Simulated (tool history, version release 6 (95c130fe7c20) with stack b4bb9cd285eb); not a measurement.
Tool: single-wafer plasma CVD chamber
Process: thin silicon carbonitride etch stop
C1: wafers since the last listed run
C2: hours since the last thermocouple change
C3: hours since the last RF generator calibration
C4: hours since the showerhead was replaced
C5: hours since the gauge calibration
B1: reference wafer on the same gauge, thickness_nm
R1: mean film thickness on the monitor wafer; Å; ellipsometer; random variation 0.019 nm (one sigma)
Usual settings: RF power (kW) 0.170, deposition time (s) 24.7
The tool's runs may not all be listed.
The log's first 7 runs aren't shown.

run 8 day=3.312 | RF_power_(kW)=0.170 deposition_time_(s)=26.5 | C1=209 C2=925.2 C3=2043.2 C4=5879.2 C5=228.1 | B1=13.798 | R1=137.14
run 9 day=4.042 | RF_power_(kW)=0.170 deposition_time_(s)=26.5 | C1=382 C2=942.7 C3=2060.7 C4=5896.7 C5=245.6 | B1=13.799 | R1=137.05
run 10 day=4.433 | RF_power_(kW)=0.195 deposition_time_(s)=24.7 | C1=205 C2=952.1 C3=2070.1 C4=5906.1 C5=255.0 | B1=13.797 | R1=131.50
run 11 day=4.967 | RF_power_(kW)=0.195 deposition_time_(s)=24.7 | C1=279 C2=964.9 C3=2082.9 C4=5918.9 C5=267.8 | B1=13.798 | R1=131.23
run 12 day=5.312 | RF_power_(kW)=0.195 deposition_time_(s)=24.7 | C1=181 C2=973.2 C3=2091.2 C4=5927.2 C5=276.1 | B1=13.801 | R1=131.40
run 13 day=6.029 | RF_power_(kW)=0.170 deposition_time_(s)=24.7 | C1=375 C2=990.4 C3=2108.4 C4=5944.4 C5=293.3 | B1=13.801 | R1=128.11
run 14 day=6.571 | RF_power_(kW)=0.170 deposition_time_(s)=22.7 | C1=283 C2=1003.4 C3=2121.4 C4=5957.4 C5=306.3 | B1=13.801 | R1=117.44
run 15 day=7.275 | RF_power_(kW)=0.170 deposition_time_(s)=22.7 | C1=369 C2=1020.3 C3=2138.3 C4=5974.3 C5=323.2 | B1=13.802 | R1=117.37
run 16 day=8.838 | RF_power_(kW)=0.170 deposition_time_(s)=24.7 | C1=819 C2=1057.8 C3=2175.8 C4=6011.8 C5=360.7 | B1=13.801 | R1=127.60
-- day=9.288 thermocouple changed; heater temperature recalibrated
run 17 day=9.308 | RF_power_(kW)=0.150 deposition_time_(s)=27.0 | C1=72 C2=0.5 C3=2187.1 C4=6023.1 C5=372.0 | B1=13.798 | R1=136.07
run 18 day=9.733 | RF_power_(kW)=0.170 deposition_time_(s)=24.7 | C1=222 C2=10.7 C3=2197.3 C4=6033.3 C5=382.2 | B1=13.801 | R1=127.74
run 19 day=10.292 | RF_power_(kW)=0.170 deposition_time_(s)=24.7 | C1=292 C2=24.1 C3=2210.7 C4=6046.7 C5=395.6 | B1=13.799 | R1=127.42
-- day=10.675 gauge calibrated
run 20 day=10.988 | RF_power_(kW)=0.140 deposition_time_(s)=26.2 | C1=364 C2=40.8 C3=2227.4 C4=6063.4 C5=7.5 | B1=13.800 | R1=130.36
run 21 day=11.542 | RF_power_(kW)=0.180 deposition_time_(s)=27.4 | C1=290 C2=54.1 C3=2240.7 C4=6076.7 C5=20.8 | B1=13.799 | R1=143.34
run 22 day=11.958 | RF_power_(kW)=0.180 deposition_time_(s)=21.1 | C1=218 C2=64.1 C3=2250.7 C4=6086.7 C5=30.8 | B1=13.799 | R1=110.17
run 23 day=12.346 | RF_power_(kW)=0.170 deposition_time_(s)=28.5 | C1=203 C2=73.4 C3=2260.0 C4=6096.0 C5=40.1 | B1=13.803 | R1=147.01
-- day=13.138 showerhead replaced
-- day=13.571 RF generator calibrated
run 24 day=13.592 | RF_power_(kW)=0.180 deposition_time_(s)=26.1 | C1=303 C2=103.3 C3=0.5 C4=10.9 C5=70.0 | B1=13.800 | R1=136.60
run 25 day=13.729 | RF_power_(kW)=0.170 deposition_time_(s)=22.4 | C1=72 C2=106.6 C3=3.8 C4=14.2 C5=73.3 | B1=13.800 | R1=115.92
run 26 day=14.421 | RF_power_(kW)=0.170 deposition_time_(s)=24.7 | C1=362 C2=123.2 C3=20.4 C4=30.8 C5=89.9 | B1=13.796 | R1=127.82
run 27 day=15.150 | RF_power_(kW)=0.145 deposition_time_(s)=21.2 | C1=382 C2=140.7 C3=37.9 C4=48.3 C5=107.4 | B1=13.799 | R1=106.20
run 28 day=15.533 | RF_power_(kW)=0.195 deposition_time_(s)=29.2 | C1=200 C2=149.9 C3=47.1 C4=57.5 C5=116.6 | B1=13.799 | R1=155.39
run 29 day=16.129 | RF_power_(kW)=0.180 deposition_time_(s)=28.1 | C1=312 C2=164.2 C3=61.4 C4=71.8 C5=130.9 | B1=13.801 | R1=147.11
run 30 day=16.533 | RF_power_(kW)=0.185 deposition_time_(s)=24.7 | C1=211 C2=173.9 C3=71.1 C4=81.5 C5=140.6 | B1=13.801 | R1=130.11
run 31 day=17.088 | RF_power_(kW)=0.195 deposition_time_(s)=24.7 | C1=290 C2=187.2 C3=84.4 C4=94.8 C5=153.9 | B1=13.806 | R1=131.32

4 ways to go on from here, each from the tool as it stands after run 31. What would each give?
run A day=17.104 | RF_power_(kW)=0.145 deposition_time_(s)=24.7 | C1=8 C2=187.6 C3=84.8 C4=95.2 C5=154.3 | B1=? | R1=?
run B day=17.104 | RF_power_(kW)=0.140 deposition_time_(s)=27.6 | C1=8 C2=187.6 C3=84.8 C4=95.2 C5=154.3 | B1=? | R1=?
run C day=17.104 | RF_power_(kW)=0.150 deposition_time_(s)=22.4 | C1=8 C2=187.6 C3=84.8 C4=95.2 C5=154.3 | B1=? | R1=?
run D day=17.104 | RF_power_(kW)=0.155 deposition_time_(s)=22.4 | C1=8 C2=187.6 C3=84.8 C4=95.2 C5=154.3 | B1=? | R1=?

run=A B1=13.796 R1=123.72
run=B B1=13.796 R1=137.26
run=C B1=13.796 R1=112.99
run=D B1=13.796 R1=113.77
Without the tool's hidden state the same runs would have given:
run=A R1=123.72
run=B R1=137.26
run=C R1=112.99
run=D R1=113.77

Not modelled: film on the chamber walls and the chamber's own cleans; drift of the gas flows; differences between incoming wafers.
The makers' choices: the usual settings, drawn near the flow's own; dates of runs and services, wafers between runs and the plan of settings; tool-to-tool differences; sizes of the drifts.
